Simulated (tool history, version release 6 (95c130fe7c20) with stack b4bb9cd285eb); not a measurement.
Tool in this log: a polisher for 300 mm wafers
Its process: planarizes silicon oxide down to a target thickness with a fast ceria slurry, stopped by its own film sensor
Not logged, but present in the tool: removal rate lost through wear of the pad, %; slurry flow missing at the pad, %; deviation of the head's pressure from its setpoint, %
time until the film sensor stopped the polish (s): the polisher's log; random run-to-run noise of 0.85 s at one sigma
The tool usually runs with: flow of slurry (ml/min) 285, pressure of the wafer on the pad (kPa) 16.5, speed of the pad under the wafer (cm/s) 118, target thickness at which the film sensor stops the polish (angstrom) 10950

run    hour  flow of slurry (ml/min)  pressure of the wafer on the pad (kPa)  speed of the pad under the wafer (cm/s)  target thickness at which the film sensor stops the polish (angstrom)  wafers since the last listed run  wafers polished on this pad  hours since the slurry nozzle was cleaned  hours since the head pressure was calibrated  incoming thickness of the incoming film, nm  time until the film sensor stopped the polish (s)
  1     0.0                      285                                    16.5                                      118                                                                  10950                                 0                         4253                                      280.6                                         754.2                                       1982.0                                               51.1
  2   139.5                      285                                    16.5                                      118                                                                  10950                              1787                         6040                                      420.1                                         893.7                                       1937.9                                               48.2
      186.5  -- worn pad replaced by a new one
  3   190.2                      285                                    16.5                                      118                                                                  10950                               598                           47                                      470.8                                         944.4                                       1936.7                                               44.7
  4   318.5                      285                                    16.5                                      118                                                                  10950                              1643                         1691                                      599.1                                        1072.7                                       1980.0                                               49.8
  5   367.2                      285                                    16.5                                      118                                                                  10950                               623                         2315                                      647.8                                        1121.4                                       1923.9                                               46.7
      406.9  -- head pressure recalibrated
  6   422.2                      285                                    16.5                                      118                                                                  10950                               679                         2994                                      702.8                                          15.3                                       1984.9                                               48.0
  7   461.8                      285                                    16.5                                      118                                                                  10950                               507                         3502                                      742.4                                          54.9                                       1952.7                                               49.1
      499.2  -- slurry nozzle cleaned
      620.4  -- worn pad replaced by a new one
  8   653.6                      340                                    16.5                                      118                                                                  10950                              2393                          425                                      154.4                                         246.7                                       1947.0                                               49.6
  9   714.9                      340                                    16.5                                      118                                                                  10950                               785                         1211                                      215.7                                         308.0                                       1943.5                                               52.0
 10   767.3                      340                                    16.5                                      118                                                                  10950                               671                         1882                                      268.1                                         360.4                                       1956.5                                               51.7
 11   832.6                      360                                    16.5                                      146                                                                  10950                               836                         2719                                      333.4                                         425.7                                       1951.5                                               41.9
 12   881.3                      285                                    14.5                                      118                                                                  10950                               623                         3343                                      382.1                                         474.4                                       1989.0                                               59.5
 13   919.5                      285                                    14.5                                      118                                                                  10950                               489                         3832                                      420.3                                         512.6                                       1978.2                                               59.8
 14   951.1                      285                                    14.5                                      118                                                                  10950                               404                         4237                                      451.9                                         544.2                                       1940.0                                               57.7
 15  1007.9                      285                                    16.5                                      118                                                                  10950                               727                         4965                                      508.7                                         601.0                                       1964.2                                               55.4
 16  1130.7                      285                                    16.5                                      118                                                                  10950                              1573                         6538                                      631.5                                         723.8                                       1949.1                                               55.2
     1149.6  -- worn pad replaced by a new one, repeated, since the last time left the tool worse
 17  1175.3                      225                                    21.4                                      132                                                                   8850                               520                          329                                      676.1                                         768.4                                       1941.0                                               43.8
 18  1224.3                      335                                    13.1                                      130                                                                  12820                               627                          957                                      725.1                                         817.4                                       1916.6                                               35.6
     1233.3  -- slurry nozzle cleaned
 19  1406.9                      285                                    16.5                                      118                                                                  10950                              2326                         3284                                      173.6                                        1000.0                                       1960.7                                               47.8
     1461.9  -- head pressure recalibrated
 20  1464.5                      235                                    19.3                                      136                                                                  10950                               712                         3996                                      231.2                                           2.6                                       1965.9                                               38.8
 21  1492.7                      285                                    16.5                                       92                                                                  10950                               361                         4357                                      259.4                                          30.8                                       1976.7                                               64.6
 22  1549.2                      245                                    16.5                                      158                                                                  13880                               723                         5081                                      315.9                                          87.3                                       1961.0                                               24.9
 23  1615.0                      245                                    16.5                                      118                                                                  12380                               843                         5924                                      381.7                                         153.1                                       1913.5                                               38.6
     1630.6  -- worn pad replaced by a new one
 24  1676.2                      245                                    16.5                                      118                                                                  12380                               732                          584                                      442.9                                         214.3                                       1952.7                                               39.0
 25  1717.5                      315                                    16.5                                      118                                                                  10950                               529                         1113                                      484.2                                         255.6                                       1945.9                                               47.4
 26  1865.2                      350                                    15.2                                       82                                                                   8070                              1892                         3006                                      631.9                                         403.3                                       1917.2                                               95.7
 27  1904.0                      190                                    16.5                                      154                                                                  10950                               497                         3503                                      670.7                                         442.1                                       1936.4                                               38.2
 28  1943.0                      285                                    16.5                                      118                                                                   8460                               499                         4003                                      709.7                                         481.1                                       1953.2                                               60.9
 29  1987.1                      360                                    16.5                                      118                                                                   8420                               565                         4568                                      753.8                                         525.2                                       1985.1                                               66.0
 30  2015.0                      255                                    16.5                                      118                                                                  10950                               357                         4925                                      781.7                                         553.1                                       1923.0                                               48.0
 31  2063.6                      285                                    16.5                                      118                                                                  10950                               622                         5548                                      830.3                                         601.7                                       1943.4                                               48.4
     2078.0  -- worn pad replaced by a new one
     2085.2  -- slurry nozzle cleaned
 32  2100.9                      285                                    16.5                                      118                                                                  10950                               413                          281                                       15.7                                         639.0                                       1950.6                                               45.6
 33  2167.5                      255                                    13.1                                      144                                                                   9010                               853                         1134                                       82.3                                         705.6                                       1952.2                                               54.3
 34  2231.4                      370                                    16.5                                      150                                                                  10950                               818                         1953                                      146.2                                         769.5                                       1987.5                                               38.4
 35  2264.1                      285                                    20.7                                      156                                                                  10950                               418                         2372                                      178.9                                         802.2                                       1927.3                                               31.0
 36  2295.5                      355                                    16.5                                      118                                                                  10950                               402                         2774                                      210.3                                         833.6                                       1914.3                                               45.4

Hidden state at the last listed run before each entry between runs and at the first one after, where it differs:
In the gap between runs 2 and 3: worn pad replaced by a new one (hour 186.5)
  removal rate lost through wear of the pad, %: 6.68 -> 0.589
  measured value less the no-hidden-state value, time until the film sensor stopped the polish (s): +3.2 -> +0.2
In the gap between runs 5 and 6: head pressure recalibrated (hour 406.9)
  removal rate lost through wear of the pad, %: 4.59 -> 5.17
  measured value less the no-hidden-state value, time until the film sensor stopped the polish (s): +2.2 -> +2.5
In the gap between runs 7 and 8: slurry nozzle cleaned (hour 499.2); worn pad replaced by a new one (hour 620.4)
  removal rate lost through wear of the pad, %: 5.48 -> 10.8
  measured value less the no-hidden-state value, time until the film sensor stopped the polish (s): +2.7 -> +5.3
In the gap between runs 16 and 17: worn pad replaced by a new one, repeated, since the last time left the tool worse (hour 1149.6)
  removal rate lost through wear of the pad, %: 15.6 -> 1.81
  measured value less the no-hidden-state value, time until the film sensor stopped the polish (s): +8.6 -> +0.8
In the gap between runs 18 and 19: slurry nozzle cleaned (hour 1233.3)
  removal rate lost through wear of the pad, %: 3.18 -> 5.8
  measured value less the no-hidden-state value, time until the film sensor stopped the polish (s): +1.2 -> +2.8
In the gap between runs 19 and 20: head pressure recalibrated (hour 1461.9)
  removal rate lost through wear of the pad, %: 5.8 -> 6.18
  measured value less the no-hidden-state value, time until the film sensor stopped the polish (s): +2.8 -> +2.4
In the gap between runs 23 and 24: worn pad replaced by a new one (hour 1630.6)
  removal rate lost through wear of the pad, %: 6.71 -> 1.88
  measured value less the no-hidden-state value, time until the film sensor stopped the polish (s): +2.6 -> +0.7
In the gap between runs 31 and 32: worn pad replaced by a new one (hour 2078.0); slurry nozzle cleaned (hour 2085.2)
  removal rate lost through wear of the pad, %: 6.1 -> 0.954
  measured value less the no-hidden-state value, time until the film sensor stopped the polish (s): +2.9 -> +0.4
